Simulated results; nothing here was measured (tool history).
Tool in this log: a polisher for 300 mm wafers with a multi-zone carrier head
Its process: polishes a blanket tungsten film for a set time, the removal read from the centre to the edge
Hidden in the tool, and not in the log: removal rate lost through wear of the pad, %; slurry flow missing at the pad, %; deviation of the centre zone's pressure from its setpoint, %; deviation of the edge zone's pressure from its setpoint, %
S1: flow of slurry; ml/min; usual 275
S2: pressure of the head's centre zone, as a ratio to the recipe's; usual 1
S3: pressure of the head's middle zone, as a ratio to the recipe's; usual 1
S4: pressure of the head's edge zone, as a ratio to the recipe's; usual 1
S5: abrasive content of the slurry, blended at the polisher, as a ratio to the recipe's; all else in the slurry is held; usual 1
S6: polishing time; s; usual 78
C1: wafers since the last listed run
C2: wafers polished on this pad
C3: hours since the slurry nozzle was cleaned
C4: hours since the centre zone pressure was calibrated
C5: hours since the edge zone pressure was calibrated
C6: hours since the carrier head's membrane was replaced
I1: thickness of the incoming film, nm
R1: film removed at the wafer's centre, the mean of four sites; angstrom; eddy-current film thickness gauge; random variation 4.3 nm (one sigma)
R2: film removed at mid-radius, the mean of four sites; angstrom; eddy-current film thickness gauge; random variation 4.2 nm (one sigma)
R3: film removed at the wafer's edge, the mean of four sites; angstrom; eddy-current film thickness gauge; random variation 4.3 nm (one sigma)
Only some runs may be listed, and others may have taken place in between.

run	hour	S1	S2	S3	S4	S5	S6	C1	C2	C3	C4	C5	C6	I1	R1	R2	R3
1	0	230	1.09	0.89	1	1.25	78	0	203	67.8	823.5	116.8	0.5	944.7	3120	2588	2963
2	9.4	275	1	1	1	1	78	87	290	77.2	832.9	126.2	9.9	930.6	2738	2728	2859
3	25.9	275	1.09	0.9	1	1	78	153	444	93.7	849.4	142.7	26.4	962.4	3025	2517	2935
4	36.3	330	0.93	1	1.08	1	92	96	541	104.1	859.8	153.1	36.8	939.6	3083	3271	3478
5	43.2	275	1	1	1	1	78	64	605	111	866.7	160	43.7	954.5	2763	2758	2843
# hour 48.4: slurry nozzle cleaned, repeated, since the last time left the tool worse
6	50.7	275	1	1	1	1	78	60	666	2.3	874.2	167.5	51.2	962.9	3003	2837	3032
7	60.8	275	1	1	0.88	1	55	94	760	12.4	884.3	177.6	61.3	961.8	2102	2014	2050
8	100.1	275	1	1	1	1	78	366	1126	51.7	923.6	216.9	100.6	952.2	2968	2928	2945
9	111.5	275	1.04	1	1	0.75	78	106	1232	63.1	935	228.3	112	943.4	2910	2664	2845
# hour 123.9: centre zone pressure recalibrated
10	124.4	275	1	1	1	1	78	101	1334	76	0.5	241.2	124.9	949.8	3010	2789	2884
11	130.8	275	1.11	1	1	1	78	59	1393	82.4	6.9	247.6	131.3	952.7	3331	2805	2930
# hour 142.1: worn pad replaced by a new one
12	157.5	240	1	1	1	1.15	78	211	143	109.1	33.6	274.3	158	960.2	3033	2861	3019
13	168.1	275	1	0.92	1	1	102	98	242	119.7	44.2	284.9	168.6	956.7	3787	3601	3920
14	181	195	1	1	0.97	1	78	120	362	132.6	57.1	297.8	181.5	950.9	2806	2736	2888
15	197.4	275	0.91	1	1	1	56	152	515	149	73.5	314.2	197.9	949.7	1886	1979	2114
16	204.5	275	1	1	1	1	78	66	581	156.1	80.6	321.3	205	943.7	2924	2810	2983
17	220.4	275	1	1	0.96	1	62	148	729	172	96.5	337.2	220.9	966.2	2398	2297	2328
# hour 223.9: slurry nozzle cleaned
18	233.2	275	1	1	1	1	78	109	839	9.3	109.3	350	233.7	944.5	3018	2862	3027
19	248.6	215	1	0.9	1	1	63	143	982	24.7	124.7	365.4	249.1	958.9	2343	2128	2379
20	265.4	245	1.07	1.12	1	1.1	78	156	1139	41.5	141.5	382.2	265.9	946.8	3213	3178	3065
# hour 273.7: worn pad replaced by a new one
21	274.2	220	1.09	1	1	0.9	90	44	4	50.3	150.3	391	274.7	962.1	3478	3150	3168

What if the next run were any one of these 5? Each begins from the tool's condition after run 21:
A	274.7	275	1	1	1	1	101	4	9	50.8	150.8	391.5	275.2	943.8	?	?	?
B	274.7	275	1	1	0.94	1	78	4	9	50.8	150.8	391.5	275.2	943.8	?	?	?
C	274.7	275	1	1	1	1	64	4	9	50.8	150.8	391.5	275.2	943.8	?	?	?
D	274.7	370	1	0.95	1	1.2	88	4	9	50.8	150.8	391.5	275.2	943.8	?	?	?
E	274.7	305	1	1	1	1	78	4	9	50.8	150.8	391.5	275.2	943.8	?	?	?

run	R1	R2	R3
A	3875	3701	3808
B	2993	2859	2856
C	2456	2345	2413
D	3612	3334	3521
E	3024	2885	2962
With no hidden state in the tool, these same runs would have given:
run	R1	R2	R3
A	3921	3740	3839
B	3028	2889	2879
C	2485	2370	2433
D	3646	3362	3543
E	3057	2913	2984

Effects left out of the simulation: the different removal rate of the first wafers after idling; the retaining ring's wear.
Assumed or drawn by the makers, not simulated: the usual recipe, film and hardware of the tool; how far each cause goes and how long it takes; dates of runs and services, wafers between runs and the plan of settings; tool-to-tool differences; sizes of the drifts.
